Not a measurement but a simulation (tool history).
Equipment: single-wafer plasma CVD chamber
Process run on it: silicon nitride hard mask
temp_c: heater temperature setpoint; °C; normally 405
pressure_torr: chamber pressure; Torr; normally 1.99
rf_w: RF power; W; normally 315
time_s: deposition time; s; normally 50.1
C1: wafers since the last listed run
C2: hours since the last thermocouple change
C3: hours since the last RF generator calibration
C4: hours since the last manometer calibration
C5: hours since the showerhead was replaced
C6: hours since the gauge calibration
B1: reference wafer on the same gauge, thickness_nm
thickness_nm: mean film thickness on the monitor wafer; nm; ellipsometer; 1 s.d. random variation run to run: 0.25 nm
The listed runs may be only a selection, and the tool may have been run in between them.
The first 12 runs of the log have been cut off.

run 13 hour=183.9 | temp_c=394 pressure_torr=1.75 rf_w=350 time_s=50.1 | C1=165 C2=2453.9 C3=784.9 C4=29.9 C5=22.7 C6=13.5 | B1=64.295 | thickness_nm=61.53
-- hour=220.4 RF generator calibrated
run 14 hour=233.8 | temp_c=405 pressure_torr=1.99 rf_w=315 time_s=50.1 | C1=1121 C2=2503.8 C3=13.4 C4=79.8 C5=72.6 C6=63.4 | B1=64.311 | thickness_nm=62.338
run 15 hour=243.3 | temp_c=405 pressure_torr=1.99 rf_w=315 time_s=50.1 | C1=254 C2=2513.3 C3=22.9 C4=89.3 C5=82.1 C6=72.9 | B1=64.263 | thickness_nm=61.783
run 16 hour=293.3 | temp_c=391 pressure_torr=2.32 rf_w=315 time_s=50.1 | C1=1337 C2=2563.3 C3=72.9 C4=139.3 C5=132.1 C6=122.9 | B1=64.378 | thickness_nm=65.578
run 17 hour=301.4 | temp_c=405 pressure_torr=2.3 rf_w=330 time_s=50.1 | C1=216 C2=2571.4 C3=81 C4=147.4 C5=140.2 C6=131 | B1=64.332 | thickness_nm=66.474
run 18 hour=318.9 | temp_c=399 pressure_torr=1.99 rf_w=315 time_s=54.7 | C1=468 C2=2588.9 C3=98.5 C4=164.9 C5=157.7 C6=148.5 | B1=64.254 | thickness_nm=67.802
run 19 hour=330.9 | temp_c=405 pressure_torr=1.99 rf_w=370 time_s=50.1 | C1=321 C2=2600.9 C3=110.5 C4=176.9 C5=169.7 C6=160.5 | B1=64.361 | thickness_nm=66.083
run 20 hour=340.9 | temp_c=414 pressure_torr=1.99 rf_w=315 time_s=50.1 | C1=267 C2=2610.9 C3=120.5 C4=186.9 C5=179.7 C6=170.5 | B1=64.294 | thickness_nm=61.801
-- hour=375 thermocouple changed; heater temperature recalibrated
run 21 hour=389 | temp_c=409 pressure_torr=2.13 rf_w=360 time_s=55.6 | C1=1072 C2=14 C3=168.6 C4=235 C5=227.8 C6=218.6 | B1=64.374 | thickness_nm=73.629
run 22 hour=399.1 | temp_c=400 pressure_torr=2.27 rf_w=265 time_s=45.1 | C1=270 C2=24.1 C3=178.7 C4=245.1 C5=237.9 C6=228.7 | B1=64.341 | thickness_nm=54.539
run 23 hour=409.6 | temp_c=405 pressure_torr=1.99 rf_w=315 time_s=58.5 | C1=280 C2=34.6 C3=189.2 C4=255.6 C5=248.4 C6=239.2 | B1=64.301 | thickness_nm=72.042
run 24 hour=422.6 | temp_c=399 pressure_torr=2.14 rf_w=300 time_s=58 | C1=347 C2=47.6 C3=202.2 C4=268.6 C5=261.4 C6=252.2 | B1=64.322 | thickness_nm=72.82
run 25 hour=438.6 | temp_c=405 pressure_torr=1.99 rf_w=315 time_s=50.1 | C1=428 C2=63.6 C3=218.2 C4=284.6 C5=277.4 C6=268.2 | B1=64.253 | thickness_nm=61.568
run 26 hour=472.8 | temp_c=405 pressure_torr=1.99 rf_w=315 time_s=50.1 | C1=915 C2=97.8 C3=252.4 C4=318.8 C5=311.6 C6=302.4 | B1=64.283 | thickness_nm=62.042

Run 27 has not been measured yet. What should we expect?
run 27 hour=480.1 | temp_c=405 pressure_torr=1.99 rf_w=270 time_s=53.4 | C1=195 C2=105.1 C3=259.7 C4=326.1 C5=318.9 C6=309.7 | B1=? | thickness_nm=?

B1: 64.266
thickness_nm: 62.394 nm
On a tool with no hidden condition, and with the same random variation, this run would have come out at thickness_nm 62.394 nm.

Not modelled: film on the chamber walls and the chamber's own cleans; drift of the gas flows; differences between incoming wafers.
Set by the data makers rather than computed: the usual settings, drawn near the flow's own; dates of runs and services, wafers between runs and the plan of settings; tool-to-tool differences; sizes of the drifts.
